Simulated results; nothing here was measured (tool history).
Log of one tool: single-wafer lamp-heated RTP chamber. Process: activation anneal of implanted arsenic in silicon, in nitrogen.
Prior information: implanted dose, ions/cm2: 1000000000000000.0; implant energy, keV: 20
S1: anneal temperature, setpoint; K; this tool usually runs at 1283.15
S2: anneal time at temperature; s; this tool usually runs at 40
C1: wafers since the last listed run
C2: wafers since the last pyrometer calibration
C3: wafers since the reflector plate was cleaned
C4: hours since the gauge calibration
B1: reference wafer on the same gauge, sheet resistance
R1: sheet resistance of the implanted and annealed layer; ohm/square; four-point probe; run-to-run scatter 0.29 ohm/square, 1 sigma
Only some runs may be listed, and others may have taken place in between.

run,hour,S1,S2,C1,C2,C3,C4,B1,R1
1,0,1283.15,52,0,54,7943,581.2,110.01,116.1
2,40.4,1283.15,40,528,582,8472,621.6,110.1,118.5
3,79.6,1283.15,40,512,1095,8985,660.8,109.96,118.77
4,149.6,1283.15,40,915,2011,9901,730.8,109.94,118
# hour 299: reflector plate cleaned
5,331.6,1283.15,40,2276,4287,426,912.8,110.02,118.11
6,371.5,1283.15,40,522,4809,948,952.7,109.96,118.09
7,416.8,1283.15,40,592,5402,1541,998,109.99,117.33
8,448.7,1283.15,40,417,5820,1958,1029.9,109.91,117.89
# hour 484.8: pyrometer window cleaned and pyrometer calibrated, repeated, since the last time left the tool worse
9,490.7,1283.15,40,444,77,2403,1071.9,110,121.3
10,523.1,1283.15,40,423,501,2827,1104.3,110.01,121.73
11,550.6,1283.15,40,359,861,3187,1131.8,109.96,121.07
12,659,1283.15,25,1418,2279,4605,1240.2,110,125.83
13,855.8,1293.15,28,2574,4854,7180,1437,110.01,121.56
14,892.2,1307.15,25,476,5330,7656,1473.4,110.03,119.87
15,943.6,1283.15,40,672,6003,8329,1524.8,109.88,119.98
# hour 944.9: gauge calibrated
16,967.7,1283.15,40,315,6318,8644,22.8,109.97,119.86
# hour 976.9: pyrometer window cleaned and pyrometer calibrated
# hour 998.2: reflector plate cleaned
17,1038.9,1283.15,40,722,706,532,94,110.04,121.18
18,1071.8,1303.15,40,430,1136,962,126.9,109.98,115.95
19,1100.7,1283.15,40,378,1514,1340,155.8,109.9,120.91
20,1156.7,1273.15,62,732,2247,2073,211.8,110.08,118.06
21,1190.2,1308.15,59,438,2685,2511,245.3,110.01,110.71
22,1230.6,1292.15,20,528,3214,3040,285.7,109.98,125.37
23,1267.7,1309.15,53,485,3699,3525,322.8,110.02,111.86

Run 24 has not been measured yet. What should we expect?
24,1337.7,1267.15,59,915,4615,4441,392.8,?,?

Logged for run 24: B1 110.01, R1 120.66 ohm/square.
If the tool had no hidden condition, the same run with the same run-to-run variation would have returned R1 122.18 ohm/square.
